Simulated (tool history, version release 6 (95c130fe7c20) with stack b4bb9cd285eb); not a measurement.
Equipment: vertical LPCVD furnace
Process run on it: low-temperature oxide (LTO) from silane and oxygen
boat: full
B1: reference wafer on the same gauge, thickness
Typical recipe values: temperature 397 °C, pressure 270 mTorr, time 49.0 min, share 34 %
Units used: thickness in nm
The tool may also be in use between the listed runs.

{"run": 1, "day": 0.0, "temperature": 397, "pressure": 270, "time": 49.0, "share": 34, "B1": 410.89, "thickness": 474.93}
{"run": 2, "day": 0.55, "temperature": 397, "pressure": 270, "time": 49.0, "share": 34, "B1": 410.96, "thickness": 475.56}
{"run": 3, "day": 1.921, "temperature": 392, "pressure": 270, "time": 49.0, "share": 34, "B1": 411.05, "thickness": 447.89}
{"run": 4, "day": 2.904, "temperature": 392, "pressure": 270, "time": 49.0, "share": 34, "B1": 411.1, "thickness": 447.91}
{"run": 5, "day": 4.133, "temperature": 397, "pressure": 270, "time": 49.0, "share": 34, "B1": 410.96, "thickness": 473.84}
{"run": 6, "day": 5.012, "temperature": 397, "pressure": 270, "time": 49.0, "share": 34, "B1": 411.17, "thickness": 474.79}
{"run": 7, "day": 6.283, "temperature": 397, "pressure": 270, "time": 49.0, "share": 34, "B1": 411.06, "thickness": 474.74}
{"run": 8, "day": 7.488, "temperature": 397, "pressure": 270, "time": 49.0, "share": 34, "B1": 411.03, "thickness": 473.14}
{"run": 9, "day": 8.15, "temperature": 397, "pressure": 270, "time": 49.0, "share": 34, "B1": 411.13, "thickness": 474.25}
{"run": 10, "day": 9.1, "temperature": 397, "pressure": 270, "time": 49.0, "share": 34, "B1": 411.08, "thickness": 472.35}
{"run": 11, "day": 9.825, "temperature": 397, "pressure": 270, "time": 49.0, "share": 34, "B1": 410.91, "thickness": 473.35}
{"run": 12, "day": 10.825, "temperature": 397, "pressure": 270, "time": 49.0, "share": 34, "B1": 411.09, "thickness": 472.93}
{"day": 11.492, "done": "gauge calibrated"}
{"day": 12.429, "done": "silane flow controller replaced"}
{"run": 13, "day": 12.45, "temperature": 397, "pressure": 270, "time": 49.0, "share": 34, "B1": 410.92, "thickness": 504.0}
{"run": 14, "day": 12.675, "temperature": 397, "pressure": 270, "time": 37.0, "share": 34, "B1": 411.04, "thickness": 379.91}
{"day": 14.492, "done": "pressure gauge zeroed"}
{"run": 15, "day": 14.512, "temperature": 397, "pressure": 270, "time": 68.5, "share": 39, "B1": 411.01, "thickness": 840.58}
{"run": 16, "day": 14.988, "temperature": 387, "pressure": 290, "time": 66.5, "share": 36, "B1": 411.2, "thickness": 708.19}
{"day": 19.425, "done": "thermocouples replaced and temperature profile calibrated"}
{"run": 17, "day": 19.446, "temperature": 405, "pressure": 255, "time": 60.5, "share": 30, "B1": 411.02, "thickness": 511.08}
{"run": 18, "day": 20.45, "temperature": 397, "pressure": 270, "time": 49.0, "share": 34, "B1": 410.93, "thickness": 477.42}
{"run": 19, "day": 21.238, "temperature": 397, "pressure": 270, "time": 49.0, "share": 29, "B1": 410.83, "thickness": 380.34}
{"run": 20, "day": 22.462, "temperature": 397, "pressure": 270, "time": 49.0, "share": 34, "B1": 411.16, "thickness": 477.59}
{"run": 21, "day": 23.012, "temperature": 397, "pressure": 270, "time": 49.0, "share": 34, "B1": 410.79, "thickness": 476.19}
{"run": 22, "day": 23.862, "temperature": 407, "pressure": 270, "time": 49.0, "share": 30, "B1": 411.01, "thickness": 450.52}
{"run": 23, "day": 24.742, "temperature": 397, "pressure": 215, "time": 49.0, "share": 34, "B1": 410.95, "thickness": 380.59}
{"run": 24, "day": 25.942, "temperature": 397, "pressure": 270, "time": 49.0, "share": 34, "B1": 411.08, "thickness": 477.35}
{"run": 25, "day": 27.346, "temperature": 397, "pressure": 270, "time": 68.0, "share": 34, "B1": 410.87, "thickness": 661.11}
{"run": 26, "day": 28.754, "temperature": 386, "pressure": 285, "time": 39.5, "share": 39, "B1": 410.82, "thickness": 427.9}

Each run again, without the hidden state but with its own random variation kept:
The hidden state here: true tube temperature minus thermocouple reading, K; true pressure minus gauge reading, mTorr; deviation of the silane flow from its setpoint, %; gauge reads high (%).
run=1 thickness=471.21
run=2 thickness=471.92
run=3 thickness=444.42
run=4 thickness=444.59
run=5 thickness=470.81
run=6 thickness=471.91
run=7 thickness=472.09
run=8 thickness=470.72
run=9 thickness=471.94
run=10 thickness=470.24
run=11 thickness=471.37
run=12 thickness=471.15
run=13 thickness=471.02
run=14 thickness=355.00
run=15 thickness=787.50
run=16 thickness=660.20
run=17 thickness=504.54
run=18 thickness=471.71
run=19 thickness=375.31
run=20 thickness=471.93
run=21 thickness=470.57
run=22 thickness=444.93
run=23 thickness=376.15
run=24 thickness=471.83
run=25 thickness=653.56
run=26 thickness=423.41

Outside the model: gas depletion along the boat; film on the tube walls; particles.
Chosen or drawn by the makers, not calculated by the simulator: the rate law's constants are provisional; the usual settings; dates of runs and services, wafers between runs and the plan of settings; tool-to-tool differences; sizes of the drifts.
